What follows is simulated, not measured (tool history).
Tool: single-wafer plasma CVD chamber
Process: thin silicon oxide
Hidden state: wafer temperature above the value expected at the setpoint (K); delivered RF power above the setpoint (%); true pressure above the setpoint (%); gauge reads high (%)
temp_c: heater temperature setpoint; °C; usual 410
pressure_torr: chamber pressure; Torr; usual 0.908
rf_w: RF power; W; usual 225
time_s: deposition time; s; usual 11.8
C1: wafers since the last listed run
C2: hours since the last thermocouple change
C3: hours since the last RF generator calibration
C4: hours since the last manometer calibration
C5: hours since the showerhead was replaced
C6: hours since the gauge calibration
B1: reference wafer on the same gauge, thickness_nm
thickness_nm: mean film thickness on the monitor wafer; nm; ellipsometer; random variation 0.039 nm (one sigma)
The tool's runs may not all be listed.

Run 1, hour 0: usual settings but rf_w 205 W; C1 0; C2 25.5; C3 1426.3; C4 1751.8; C5 2689.7; C6 3624.1; B1 15.46. Result: thickness_nm 18.382 nm.
Run 2, hour 83.6: usual settings but rf_w 205 W; C1 1445; C2 109.1; C3 1509.9; C4 1835.4; C5 2773.3; C6 3707.7; B1 15.464. Result: thickness_nm 18.239 nm.
Run 3, hour 139.5: usual settings; C1 966; C2 165; C3 1565.8; C4 1891.3; C5 2829.2; C6 3763.6; B1 15.476. Result: thickness_nm 18.969 nm.
At hour 228.1: gauge calibrated.
At hour 233.9: showerhead replaced.
Run 4, hour 242.3: usual settings; C1 1639; C2 267.8; C3 1668.6; C4 1994.1; C5 8.4; C6 14.2; B1 15.066. Result: thickness_nm 18.383 nm.
Run 5, hour 339.7: usual settings; C1 1684; C2 365.2; C3 1766; C4 2091.5; C5 105.8; C6 111.6; B1 15.064. Result: thickness_nm 18.427 nm.
Run 6, hour 387.3: usual settings but pressure_torr 1.024 Torr; C1 823; C2 412.8; C3 1813.6; C4 2139.1; C5 153.4; C6 159.2; B1 15.089. Result: thickness_nm 20.507 nm.
At hour 433.4: RF generator calibrated.
Run 7, hour 510.5: usual settings but time_s 13.7 s; C1 1991; C2 536; C3 77.1; C4 2262.3; C5 276.6; C6 282.4; B1 15.126. Result: thickness_nm 21.466 nm.
Run 8, hour 590.2: usual settings; C1 1378; C2 615.7; C3 156.8; C4 2342; C5 356.3; C6 362.1; B1 15.139. Result: thickness_nm 18.572 nm.
Run 9, hour 665.1: usual settings; C1 1295; C2 690.6; C3 231.7; C4 2416.9; C5 431.2; C6 437; B1 15.143. Result: thickness_nm 18.577 nm.
Run 10, hour 765.5: usual settings; C1 1736; C2 791; C3 332.1; C4 2517.3; C5 531.6; C6 537.4; B1 15.169. Result: thickness_nm 18.522 nm.
At hour 813.8: thermocouple changed; heater temperature recalibrated.
Run 11, hour 939: usual settings but pressure_torr 1.102 Torr; C1 2861; C2 125.2; C3 505.6; C4 2690.8; C5 705.1; C6 710.9; B1 15.201. Result: thickness_nm 21.827 nm.
Run 12, hour 1025.4: usual settings; C1 1493; C2 211.6; C3 592; C4 2777.2; C5 791.5; C6 797.3; B1 15.217. Result: thickness_nm 18.54 nm.
At hour 1056.1: capacitance manometer re-zeroed and calibrated.
Run 13, hour 1125.8: usual settings but temp_c 403 °C, time_s 9.9 s; C1 1597; C2 312; C3 692.4; C4 69.7; C5 891.9; C6 897.7; B1 15.234. Result: thickness_nm 15.702 nm.
Run 14, hour 1209.7: usual settings; C1 1450; C2 395.9; C3 776.3; C4 153.6; C5 975.8; C6 981.6; B1 15.24. Result: thickness_nm 18.603 nm.
Run 15, hour 1299.7: usual settings but temp_c 395 °C, time_s 13.8 s; C1 1556; C2 485.9; C3 866.3; C4 243.6; C5 1065.8; C6 1071.6; B1 15.244. Result: thickness_nm 22.024 nm.
Run 16, hour 1338.2: usual settings but temp_c 422 °C; C1 665; C2 524.4; C3 904.8; C4 282.1; C5 1104.3; C6 1110.1; B1 15.262. Result: thickness_nm 18.519 nm.
Run 17, hour 1398.8: usual settings but rf_w 255 W; C1 1047; C2 585; C3 965.4; C4 342.7; C5 1164.9; C6 1170.7; B1 15.274. Result: thickness_nm 19.535 nm.
Run 18, hour 1444.2: usual settings but pressure_torr 0.801 Torr, rf_w 185 W; C1 785; C2 630.4; C3 1010.8; C4 388.1; C5 1210.3; C6 1216.1; B1 15.266. Result: thickness_nm 15.319 nm.
Run 19, hour 1497.2: usual settings; C1 916; C2 683.4; C3 1063.8; C4 441.1; C5 1263.3; C6 1269.1; B1 15.27. Result: thickness_nm 18.72 nm.
Run 20, hour 1600.9: usual settings but temp_c 414 °C, rf_w 200 W; C1 1793; C2 787.1; C3 1167.5; C4 544.8; C5 1367; C6 1372.8; B1 15.294. Result: thickness_nm 17.867 nm.
Run 21, hour 1682.3: usual settings; C1 1407; C2 868.5; C3 1248.9; C4 626.2; C5 1448.4; C6 1454.2; B1 15.301. Result: thickness_nm 18.708 nm.
At hour 1727: thermocouple changed; heater temperature recalibrated.
Run 22, hour 1907.9: usual settings but rf_w 245 W; C1 3762; C2 180.9; C3 1474.5; C4 851.8; C5 1674; C6 1679.8; B1 15.308. Result: thickness_nm 19.343 nm.
Run 23, hour 1968.6: usual settings but pressure_torr 0.702 Torr, rf_w 200 W, time_s 10.6 s; C1 1049; C2 241.6; C3 1535.2; C4 912.5; C5 1734.7; C6 1740.5; B1 15.315. Result: thickness_nm 12.13 nm.
Run 24, hour 2070.5: usual settings; C1 1762; C2 343.5; C3 1637.1; C4 1014.4; C5 1836.6; C6 1842.4; B1 15.323. Result: thickness_nm 18.807 nm.
At hour 2120.7: RF generator calibrated.
Run 25, hour 2130.8: usual settings but temp_c 416 °C, pressure_torr 0.841 Torr, rf_w 190 W; C1 904; C2 403.8; C3 10.1; C4 1074.7; C5 1896.9; C6 1902.7; B1 15.339. Result: thickness_nm 16.273 nm.
Run 26, hour 2189.6: usual settings; C1 1016; C2 462.6; C3 68.9; C4 1133.5; C5 1955.7; C6 1961.5; B1 15.333. Result: thickness_nm 18.725 nm.
Run 27, hour 2234.4: usual settings but temp_c 415 °C, pressure_torr 0.685 Torr; C1 774; C2 507.4; C3 113.7; C4 1178.3; C5 2000.5; C6 2006.3; B1 15.332. Result: thickness_nm 13.592 nm.
Run 28, hour 2309.7: usual settings but temp_c 418 °C, time_s 13.1 s; C1 1302; C2 582.7; C3 189; C4 1253.6; C5 2075.8; C6 2081.6; B1 15.341. Result: thickness_nm 20.716 nm.

4 ways to go on from here, each from the tool as it stands after run 28. What would each give?
Run A, hour 2310.1: usual settings but pressure_torr 1.081 Torr; C1 6; C2 583.1; C3 189.4; C4 1254; C5 2076.2; C6 2082; B1 ?. Result: thickness_nm ?.
Run B, hour 2310.1: usual settings but temp_c 423 °C, pressure_torr 0.702 Torr, rf_w 245 W; C1 6; C2 583.1; C3 189.4; C4 1254; C5 2076.2; C6 2082; B1 ?. Result: thickness_nm ?.
Run C, hour 2310.1: usual settings but temp_c 396 °C, pressure_torr 0.717 Torr, rf_w 240 W, time_s 10.4 s; C1 6; C2 583.1; C3 189.4; C4 1254; C5 2076.2; C6 2082; B1 ?. Result: thickness_nm ?.
Run D, hour 2310.1: usual settings but pressure_torr 1.101 Torr; C1 6; C2 583.1; C3 189.4; C4 1254; C5 2076.2; C6 2082; B1 ?. Result: thickness_nm ?.

run      B1  thickness_nm
  A  15.339        21.779
  B  15.339        14.452
  C  15.339        13.255
  D  15.339        22.079
Without the tool's hidden state the same runs would have given:
run  thickness_nm
  A        21.442
  B        14.228
  C        13.049
  D        21.737
